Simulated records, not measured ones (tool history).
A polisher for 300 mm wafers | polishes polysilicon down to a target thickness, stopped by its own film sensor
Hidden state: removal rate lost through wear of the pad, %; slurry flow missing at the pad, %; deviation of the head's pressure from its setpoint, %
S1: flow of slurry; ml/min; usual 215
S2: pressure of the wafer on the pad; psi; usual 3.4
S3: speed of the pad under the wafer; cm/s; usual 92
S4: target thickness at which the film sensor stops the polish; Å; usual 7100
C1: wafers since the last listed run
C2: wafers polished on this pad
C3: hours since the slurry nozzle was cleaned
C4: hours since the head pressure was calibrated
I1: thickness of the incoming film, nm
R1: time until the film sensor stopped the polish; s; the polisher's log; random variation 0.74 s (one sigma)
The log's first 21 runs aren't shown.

| run | day | S1 | S2 | S3 | S4 | C1 | C2 | C3 | C4 | I1 | R1 |
|---|---|---|---|---|---|---|---|---|---|---|---|
| 22 | 12.45 | 215 | 3.4 | 92 | 5800 | 111 | 246 | 757.6 | 1175.4 | 1287.4 | 102.2 |
| 23 | 13.4 | 215 | 3.4 | 112 | 7100 | 204 | 450 | 780.4 | 1198.2 | 1289.6 | 72 |
| 24 | 13.779 | 265 | 3 | 122 | 8730 | 81 | 532 | 789.5 | 1207.3 | 1281.9 | 49.5 |
|  | 13.954 | slurry nozzle cleaned |
| 25 | 14.429 | 260 | 3.4 | 92 | 8930 | 130 | 663 | 11.4 | 1222.9 | 1306.4 | 49.9 |
| 26 | 14.829 | 215 | 3.4 | 92 | 7100 | 86 | 749 | 21 | 1232.5 | 1290.4 | 70.2 |
| 27 | 15.362 | 165 | 3.4 | 92 | 6000 | 114 | 864 | 33.8 | 1245.3 | 1297.2 | 91.3 |
|  | 16.383 | worn pad replaced by a new one |
| 28 | 17.421 | 145 | 3.4 | 64 | 7100 | 407 | 223 | 83.2 | 1294.7 | 1308.7 | 104 |
| 29 | 18.021 | 155 | 3.4 | 92 | 7100 | 129 | 352 | 97.6 | 1309.1 | 1306.9 | 81.8 |
|  | 18.312 | head pressure recalibrated |
| 30 | 19.354 | 270 | 3.8 | 92 | 8010 | 269 | 621 | 129.6 | 25 | 1301.6 | 54.9 |
| 31 | 19.783 | 265 | 2.8 | 92 | 7100 | 92 | 713 | 139.9 | 35.3 | 1298.4 | 84.4 |
| 32 | 20.1 | 195 | 4.3 | 70 | 6260 | 68 | 781 | 147.5 | 42.9 | 1303.2 | 87.3 |
|  | 20.704 | worn pad replaced by a new one |
| 33 | 20.729 | 265 | 3.4 | 66 | 7100 | 99 | 5 | 162.6 | 58 | 1282.9 | 85.5 |
| 34 | 21.121 | 240 | 2.3 | 118 | 6040 | 84 | 89 | 172 | 67.4 | 1289.3 | 97.2 |
| 35 | 21.675 | 215 | 2.9 | 92 | 6040 | 119 | 209 | 185.3 | 80.7 | 1313.8 | 105.1 |
| 36 | 23.312 | 160 | 3.4 | 92 | 7100 | 352 | 561 | 224.6 | 120 | 1286 | 81.6 |
| 37 | 24.046 | 175 | 3.4 | 92 | 5330 | 157 | 719 | 242.2 | 137.6 | 1278.2 | 101.1 |

Forecast each of these 4 alternatives for the next run:
| A | 24.062 | 215 | 3.4 | 92 | 7100 | 3 | 723 | 242.6 | 138 | 1289.9 | ? |
| B | 24.062 | 215 | 3.4 | 92 | 6460 | 3 | 723 | 242.6 | 138 | 1289.9 | ? |
| C | 24.062 | 215 | 3 | 64 | 8410 | 3 | 723 | 242.6 | 138 | 1289.9 | ? |
| D | 24.062 | 260 | 3.4 | 92 | 7100 | 3 | 723 | 242.6 | 138 | 1289.9 | ? |

| run | R1 |
|---|---|
| A | 73.8 |
| B | 81.9 |
| C | 78.5 |
| D | 70.8 |
Without the tool's hidden state the same runs would have given:
| run | R1 |
|---|---|
| A | 69.4 |
| B | 77.1 |
| C | 73.9 |
| D | 67.5 |
